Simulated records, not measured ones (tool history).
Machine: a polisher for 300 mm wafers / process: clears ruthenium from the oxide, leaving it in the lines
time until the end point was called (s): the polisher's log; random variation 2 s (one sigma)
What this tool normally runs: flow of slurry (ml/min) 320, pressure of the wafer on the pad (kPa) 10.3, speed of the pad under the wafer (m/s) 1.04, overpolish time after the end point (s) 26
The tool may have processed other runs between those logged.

run	hour	flow of slurry (ml/min)	pressure of the wafer on the pad (kPa)	speed of the pad under the wafer (m/s)	overpolish time after the end point (s)	incoming thickness of the incoming film, nm	time until the end point was called (s)
1	0	375	10.3	1.22	26	65.4	97.1
# hour 3.3: slurry nozzle cleaned
2	12.7	375	10.3	1.22	26	65.1	88.1
3	24.2	345	10.3	1.04	26	65.6	103.4
4	38.5	345	10.3	1.04	26	65.5	101.6
# hour 50.7: worn pad replaced by a new one
5	51.2	345	10.3	1.04	26	63.8	97.4
6	78.5	320	10.3	1.04	26	64.5	98.4
7	94.3	320	10.3	1.04	26	65.8	102.1
8	110	320	10.3	1.04	26	65.9	104.7
9	118.5	290	12.4	1.04	26	65.8	91.4
# hour 131.7: worn pad replaced by a new one
10	134.4	290	12.4	1.04	26	64.4	90.4
11	143.4	290	12.4	1.04	26	65.8	88.4
12	154.3	320	10.3	0.86	26	64.5	117.9
13	160.9	320	10.3	0.86	26	65.3	118.3
14	167.2	395	10.3	1.04	26	65.2	98.4
15	178.3	320	10.3	1.3	26	65.6	90
16	186.3	420	10.3	1.04	26	65.2	103.8
# hour 189: slurry nozzle cleaned
17	194.6	275	10.3	0.68	37	64.7	136.9
18	208	320	9	0.78	17	64.4	133.1
# hour 221.2: worn pad replaced by a new one, of another model than before
19	221.7	290	12.4	1.04	26	66	86.9
20	233.4	280	12.4	1.36	37	65.8	65.8
21	248.3	320	10.3	1.04	26	64.8	102.5
22	260.7	390	11.7	1.32	19	66.4	73
# hour 270: head pressure recalibrated
23	272.8	270	10.3	1.04	14	64.3	99.9
24	283.8	320	10.3	1.04	26	64.3	102.1
25	297.1	320	10.3	1.04	33	65.6	99.3
# hour 309: worn pad replaced by a new one
26	312.6	290	12.4	1.04	26	64.7	87.6
27	325.6	210	7.6	1.24	22	65.4	122.3
28	341.1	320	6.9	1.04	17	64.4	153.4

State the hidden condition of the tool at each of the runs:
removal rate lost through wear of the pad, %: 0 on each run
deviation of the head's pressure from its setpoint, %: 0 on each run
H1: slurry flow missing at the pad, %
run	H1
1	51.3
2	2.67
3	2.96
4	3.65
5	4.55
6	7.42
7	9.66
8	12.3
9	13.9
10	17.3
11	19.3
12	22
13	23.8
14	25.5
15	28.7
16	31.2
17	5.59
18	5.88
19	6.48
20	7.25
21	8.57
22	9.95
23	11.6
24	13.2
25	15.5
26	18.6
27	21.5
28	25.3
